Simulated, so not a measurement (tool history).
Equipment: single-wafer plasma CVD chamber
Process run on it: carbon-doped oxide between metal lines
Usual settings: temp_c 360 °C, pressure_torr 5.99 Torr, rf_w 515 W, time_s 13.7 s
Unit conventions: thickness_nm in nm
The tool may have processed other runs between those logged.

| run | hour | temp_c | pressure_torr | rf_w | time_s | read-back reference wafer on the same gauge, thickness_nm | thickness_nm |
|---|---|---|---|---|---|---|---|
| 1 | 0.0 | 360 | 5.99 | 515 | 13.7 | 60.516 | 71.798 |
| 2 | 71.2 | 360 | 5.99 | 515 | 13.7 | 60.666 | 72.295 |
| 3 | 139.0 | 360 | 5.99 | 515 | 13.7 | 60.801 | 72.422 |
| 4 | 202.2 | 360 | 5.99 | 515 | 13.7 | 61.164 | 72.226 |
| 5 | 231.5 | 360 | 5.99 | 515 | 13.7 | 61.118 | 72.410 |
|  | 243.4 | RF generator calibrated |
|  | 271.5 | thermocouple changed; heater temperature recalibrated |
| 6 | 294.7 | 360 | 5.99 | 515 | 13.7 | 61.351 | 73.210 |
| 7 | 350.0 | 360 | 7.27 | 515 | 13.7 | 61.516 | 74.098 |
| 8 | 416.6 | 372 | 6.75 | 570 | 12.6 | 61.776 | 72.335 |
|  | 426.6 | showerhead replaced |
| 9 | 441.3 | 370 | 4.83 | 515 | 12.5 | 61.898 | 64.605 |
| 10 | 471.1 | 370 | 5.99 | 600 | 15.3 | 62.065 | 91.237 |
| 11 | 495.1 | 360 | 5.99 | 515 | 13.7 | 62.082 | 74.120 |
| 12 | 533.3 | 369 | 5.99 | 515 | 13.7 | 62.199 | 72.536 |
| 13 | 584.6 | 354 | 6.64 | 540 | 12.1 | 62.598 | 70.354 |
| 14 | 633.1 | 367 | 5.99 | 515 | 13.7 | 62.813 | 73.341 |
|  | 664.2 | gauge calibrated |
|  | 693.6 | capacitance manometer re-zeroed and calibrated |
| 15 | 739.7 | 360 | 5.45 | 515 | 13.7 | 60.428 | 71.183 |
| 16 | 802.2 | 360 | 5.99 | 465 | 13.7 | 60.527 | 65.929 |
| 17 | 857.7 | 348 | 4.86 | 565 | 12.0 | 60.492 | 68.512 |
| 18 | 901.4 | 360 | 4.66 | 485 | 13.7 | 60.502 | 67.337 |
| 19 | 967.1 | 360 | 5.99 | 515 | 13.7 | 60.540 | 72.183 |
| 20 | 1010.9 | 375 | 7.42 | 515 | 13.7 | 60.637 | 70.805 |
| 21 | 1047.9 | 373 | 5.99 | 515 | 14.9 | 60.783 | 75.930 |
| 22 | 1091.9 | 360 | 5.99 | 515 | 13.7 | 60.815 | 72.670 |
| 23 | 1143.9 | 360 | 5.99 | 515 | 14.7 | 60.845 | 77.999 |
| 24 | 1168.2 | 375 | 5.99 | 515 | 12.2 | 60.849 | 62.887 |
| 25 | 1205.6 | 360 | 5.99 | 515 | 14.8 | 60.994 | 78.317 |
| 26 | 1238.2 | 369 | 5.99 | 605 | 15.8 | 61.141 | 93.612 |
| 27 | 1277.6 | 365 | 5.39 | 615 | 12.8 | 61.204 | 76.803 |

What the log doesn't show, run by run:
wafer temperature above the value expected at the setpoint (K): 0 on each run
delivered RF power above the setpoint (%): 0 on each run
true pressure above the setpoint (%): 0 on each run
H1: gauge reads high (%)
| run | H1 |
|---|---|
| 1 | 0.804 |
| 2 | 1.1 |
| 3 | 1.42 |
| 4 | 1.74 |
| 5 | 1.89 |
| 6 | 2.25 |
| 7 | 2.59 |
| 8 | 3.02 |
| 9 | 3.19 |
| 10 | 3.4 |
| 11 | 3.57 |
| 12 | 3.85 |
| 13 | 4.24 |
| 14 | 4.63 |
| 15 | 0.741 |
| 16 | 0.786 |
| 17 | 0.847 |
| 18 | 0.909 |
| 19 | 1.03 |
| 20 | 1.12 |
| 21 | 1.21 |
| 22 | 1.33 |
| 23 | 1.49 |
| 24 | 1.57 |
| 25 | 1.7 |
| 26 | 1.82 |
| 27 | 1.97 |
